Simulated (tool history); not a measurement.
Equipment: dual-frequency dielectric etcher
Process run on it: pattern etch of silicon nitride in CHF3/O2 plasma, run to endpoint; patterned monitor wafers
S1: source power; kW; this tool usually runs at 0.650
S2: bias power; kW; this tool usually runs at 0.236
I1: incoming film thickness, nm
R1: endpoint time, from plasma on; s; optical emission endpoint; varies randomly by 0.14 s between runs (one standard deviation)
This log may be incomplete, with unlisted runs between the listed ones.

{"run": 1, "hour": 0.0, "S1": 0.65, "S2": 0.267, "I1": 84.0, "R1": 45.8}
{"run": 2, "hour": 20.3, "S1": 0.65, "S2": 0.267, "I1": 83.7, "R1": 45.4}
{"run": 3, "hour": 108.1, "S1": 0.65, "S2": 0.267, "I1": 83.4, "R1": 45.7}
{"run": 4, "hour": 124.9, "S1": 0.65, "S2": 0.199, "I1": 83.9, "R1": 52.9}
{"run": 5, "hour": 156.5, "S1": 0.65, "S2": 0.236, "I1": 83.3, "R1": 48.7}
{"run": 6, "hour": 182.4, "S1": 0.65, "S2": 0.236, "I1": 82.1, "R1": 47.8}
{"run": 7, "hour": 210.8, "S1": 0.65, "S2": 0.236, "I1": 83.2, "R1": 48.9}
{"hour": 237.2, "done": "upper electrode replaced"}
{"hour": 255.0, "done": "wet clean of the chamber"}
{"run": 8, "hour": 255.5, "S1": 0.65, "S2": 0.236, "I1": 82.8, "R1": 46.7}
{"run": 9, "hour": 255.9, "S1": 0.65, "S2": 0.236, "I1": 84.1, "R1": 47.4}
{"run": 10, "hour": 269.3, "S1": 0.65, "S2": 0.236, "I1": 83.2, "R1": 47.1}
{"run": 11, "hour": 304.0, "S1": 0.65, "S2": 0.21, "I1": 82.8, "R1": 49.4}
{"run": 12, "hour": 337.8, "S1": 0.65, "S2": 0.236, "I1": 84.1, "R1": 47.5}
{"hour": 354.9, "done": "bias power generator calibrated"}
{"run": 13, "hour": 359.9, "S1": 0.65, "S2": 0.188, "I1": 83.2, "R1": 52.7}
{"hour": 388.6, "done": "source power generator calibrated"}
{"run": 14, "hour": 389.4, "S1": 0.49, "S2": 0.291, "I1": 83.6, "R1": 47.5}
{"run": 15, "hour": 407.9, "S1": 0.65, "S2": 0.259, "I1": 83.5, "R1": 45.7}
{"run": 16, "hour": 481.4, "S1": 0.59, "S2": 0.206, "I1": 82.7, "R1": 52.4}
{"run": 17, "hour": 527.3, "S1": 0.65, "S2": 0.236, "I1": 83.3, "R1": 47.9}
{"run": 18, "hour": 549.0, "S1": 0.65, "S2": 0.236, "I1": 84.8, "R1": 49.1}
{"run": 19, "hour": 571.3, "S1": 0.78, "S2": 0.261, "I1": 82.9, "R1": 42.9}
{"run": 20, "hour": 592.2, "S1": 0.65, "S2": 0.236, "I1": 84.6, "R1": 48.8}
{"run": 21, "hour": 613.9, "S1": 0.69, "S2": 0.257, "I1": 83.5, "R1": 45.3}
{"run": 22, "hour": 637.0, "S1": 0.53, "S2": 0.276, "I1": 83.7, "R1": 48.2}

Consider 3 possible next runs. They are alternatives, not a sequence: every one starts from the tool as it was left by run 22. What does each give?
{"run": "A", "hour": 637.4, "S1": 0.65, "S2": 0.236, "I1": 83.1, "R1": "?"}
{"run": "B", "hour": 637.4, "S1": 0.8, "S2": 0.215, "I1": 83.1, "R1": "?"}
{"run": "C", "hour": 637.4, "S1": 0.77, "S2": 0.189, "I1": 83.1, "R1": "?"}

run=A R1=48.2
run=B R1=46.8
run=C R1=50.3
Take away the tool's hidden state, keep each run's random variation, and the runs would have read:
run=A R1=47.0
run=B R1=45.6
run=C R1=49.2

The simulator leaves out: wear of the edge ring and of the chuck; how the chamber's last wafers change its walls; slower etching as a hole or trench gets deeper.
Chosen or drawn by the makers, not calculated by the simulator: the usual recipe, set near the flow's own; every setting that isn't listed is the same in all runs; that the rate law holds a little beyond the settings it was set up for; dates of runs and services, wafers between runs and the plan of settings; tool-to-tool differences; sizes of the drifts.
